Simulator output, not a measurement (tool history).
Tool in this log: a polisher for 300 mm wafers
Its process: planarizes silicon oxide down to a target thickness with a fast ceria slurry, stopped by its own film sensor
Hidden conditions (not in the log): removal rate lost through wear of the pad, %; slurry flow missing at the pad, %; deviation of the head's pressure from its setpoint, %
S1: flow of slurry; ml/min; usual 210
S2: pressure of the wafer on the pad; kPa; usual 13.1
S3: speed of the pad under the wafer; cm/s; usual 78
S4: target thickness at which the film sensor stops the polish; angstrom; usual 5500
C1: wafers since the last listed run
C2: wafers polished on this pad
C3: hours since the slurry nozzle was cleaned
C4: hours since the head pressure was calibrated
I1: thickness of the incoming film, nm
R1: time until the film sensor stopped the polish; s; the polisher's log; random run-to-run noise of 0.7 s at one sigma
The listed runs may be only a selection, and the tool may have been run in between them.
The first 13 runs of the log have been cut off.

{"run": 14, "hour": 1050.2, "S1": 155, "S2": 13.1, "S3": 70, "S4": 6680, "C1": 442, "C2": 4457, "C3": 249.3, "C4": 465.7, "I1": 1152.9, "R1": 65.2}
{"run": 15, "hour": 1138.6, "S1": 255, "S2": 13.1, "S3": 106, "S4": 5500, "C1": 588, "C2": 5045, "C3": 337.7, "C4": 554.1, "I1": 1151.9, "R1": 47.8}
{"hour": 1213.5, "done": "worn pad replaced by a new one"}
{"run": 16, "hour": 1283.3, "S1": 210, "S2": 13.1, "S3": 78, "S4": 6250, "C1": 936, "C2": 464, "C3": 482.4, "C4": 698.8, "I1": 1132, "R1": 58}
{"run": 17, "hour": 1325.1, "S1": 210, "S2": 13.1, "S3": 78, "S4": 4770, "C1": 278, "C2": 742, "C3": 524.2, "C4": 740.6, "I1": 1129.5, "R1": 76.2}
{"run": 18, "hour": 1388.9, "S1": 185, "S2": 13.1, "S3": 78, "S4": 7580, "C1": 424, "C2": 1166, "C3": 588, "C4": 804.4, "I1": 1149.3, "R1": 47}
{"run": 19, "hour": 1446.4, "S1": 210, "S2": 13.1, "S3": 78, "S4": 5500, "C1": 382, "C2": 1549, "C3": 645.5, "C4": 861.9, "I1": 1158.1, "R1": 71.4}
{"run": 20, "hour": 1542.8, "S1": 210, "S2": 13.1, "S3": 78, "S4": 5500, "C1": 641, "C2": 2190, "C3": 741.9, "C4": 958.3, "I1": 1164.1, "R1": 75}
{"hour": 1586.7, "done": "head pressure recalibrated"}
{"run": 21, "hour": 1588.4, "S1": 210, "S2": 13.1, "S3": 56, "S4": 4780, "C1": 290, "C2": 2480, "C3": 787.5, "C4": 1.7, "I1": 1127.2, "R1": 109.9}
{"run": 22, "hour": 1653.1, "S1": 210, "S2": 10.3, "S3": 68, "S4": 5500, "C1": 430, "C2": 2911, "C3": 852.2, "C4": 66.4, "I1": 1152.6, "R1": 109.1}
{"hour": 1654.4, "done": "slurry nozzle cleaned"}
{"run": 23, "hour": 1760.3, "S1": 210, "S2": 9.7, "S3": 78, "S4": 4420, "C1": 706, "C2": 3617, "C3": 105.9, "C4": 173.6, "I1": 1151.6, "R1": 104.8}
{"run": 24, "hour": 1859.0, "S1": 150, "S2": 15.2, "S3": 102, "S4": 7460, "C1": 656, "C2": 4274, "C3": 204.6, "C4": 272.3, "I1": 1151.1, "R1": 32.4}
{"run": 25, "hour": 1901.9, "S1": 210, "S2": 14.5, "S3": 78, "S4": 5500, "C1": 285, "C2": 4560, "C3": 247.5, "C4": 315.2, "I1": 1166.4, "R1": 61.7}
{"hour": 1929.2, "done": "worn pad replaced by a new one"}
{"run": 26, "hour": 1983.0, "S1": 160, "S2": 15.9, "S3": 104, "S4": 4880, "C1": 512, "C2": 357, "C3": 328.6, "C4": 396.3, "I1": 1143, "R1": 49.1}
{"run": 27, "hour": 2030.8, "S1": 210, "S2": 13.1, "S3": 78, "S4": 5500, "C1": 318, "C2": 675, "C3": 376.4, "C4": 444.1, "I1": 1161.9, "R1": 68.6}
{"run": 28, "hour": 2080.1, "S1": 240, "S2": 13.1, "S3": 94, "S4": 6850, "C1": 328, "C2": 1003, "C3": 425.7, "C4": 493.4, "I1": 1147.8, "R1": 42.9}
{"run": 29, "hour": 2141.8, "S1": 210, "S2": 11, "S3": 78, "S4": 5500, "C1": 410, "C2": 1414, "C3": 487.4, "C4": 555.1, "I1": 1138.6, "R1": 79.3}
{"run": 30, "hour": 2219.1, "S1": 170, "S2": 13.1, "S3": 62, "S4": 5500, "C1": 514, "C2": 1928, "C3": 564.7, "C4": 632.4, "I1": 1159.5, "R1": 95.1}
{"run": 31, "hour": 2317.3, "S1": 210, "S2": 13.1, "S3": 78, "S4": 5500, "C1": 653, "C2": 2582, "C3": 662.9, "C4": 730.6, "I1": 1170.7, "R1": 72.3}
{"hour": 2356.8, "done": "slurry nozzle cleaned"}
{"run": 32, "hour": 2423.4, "S1": 210, "S2": 15.9, "S3": 78, "S4": 5500, "C1": 699, "C2": 3281, "C3": 66.6, "C4": 836.7, "I1": 1125.6, "R1": 52.9}
{"run": 33, "hour": 2483.8, "S1": 270, "S2": 15.2, "S3": 94, "S4": 3820, "C1": 401, "C2": 3683, "C3": 127, "C4": 897.1, "I1": 1142.9, "R1": 56.3}
{"run": 34, "hour": 2572.9, "S1": 210, "S2": 15.9, "S3": 78, "S4": 7590, "C1": 592, "C2": 4276, "C3": 216.1, "C4": 986.2, "I1": 1155.3, "R1": 35.9}
{"run": 35, "hour": 2628.8, "S1": 210, "S2": 13.1, "S3": 88, "S4": 5500, "C1": 371, "C2": 4647, "C3": 272, "C4": 1042.1, "I1": 1127.1, "R1": 56}
{"run": 36, "hour": 2692.8, "S1": 210, "S2": 13.1, "S3": 78, "S4": 6240, "C1": 425, "C2": 5073, "C3": 336, "C4": 1106.1, "I1": 1169, "R1": 60.5}
{"hour": 2711.1, "done": "head pressure recalibrated"}
{"hour": 2733.4, "done": "worn pad replaced by a new one"}
{"run": 37, "hour": 2746.6, "S1": 285, "S2": 9.7, "S3": 104, "S4": 7160, "C1": 318, "C2": 87, "C3": 389.8, "C4": 35.5, "I1": 1136.2, "R1": 46.1}

Branching from run 37: 3 alternative next runs. What would each branch give?
{"run": "A", "hour": 2747.0, "S1": 210, "S2": 13.1, "S3": 78, "S4": 5500, "C1": 2, "C2": 90, "C3": 390.2, "C4": 35.9, "I1": 1155.9, "R1": "?"}
{"run": "B", "hour": 2747.0, "S1": 180, "S2": 10.3, "S3": 62, "S4": 5500, "C1": 2, "C2": 90, "C3": 390.2, "C4": 35.9, "I1": 1155.9, "R1": "?"}
{"run": "C", "hour": 2747.0, "S1": 210, "S2": 13.1, "S3": 78, "S4": 7500, "C1": 2, "C2": 90, "C3": 390.2, "C4": 35.9, "I1": 1155.9, "R1": "?"}

run=A R1=70
run=B R1=114.9
run=C R1=46.9
The same runs, with their run-to-run variation unchanged, on a tool lacking any hidden condition would have given:
run=A R1=67.4
run=B R1=110
run=C R1=45.2
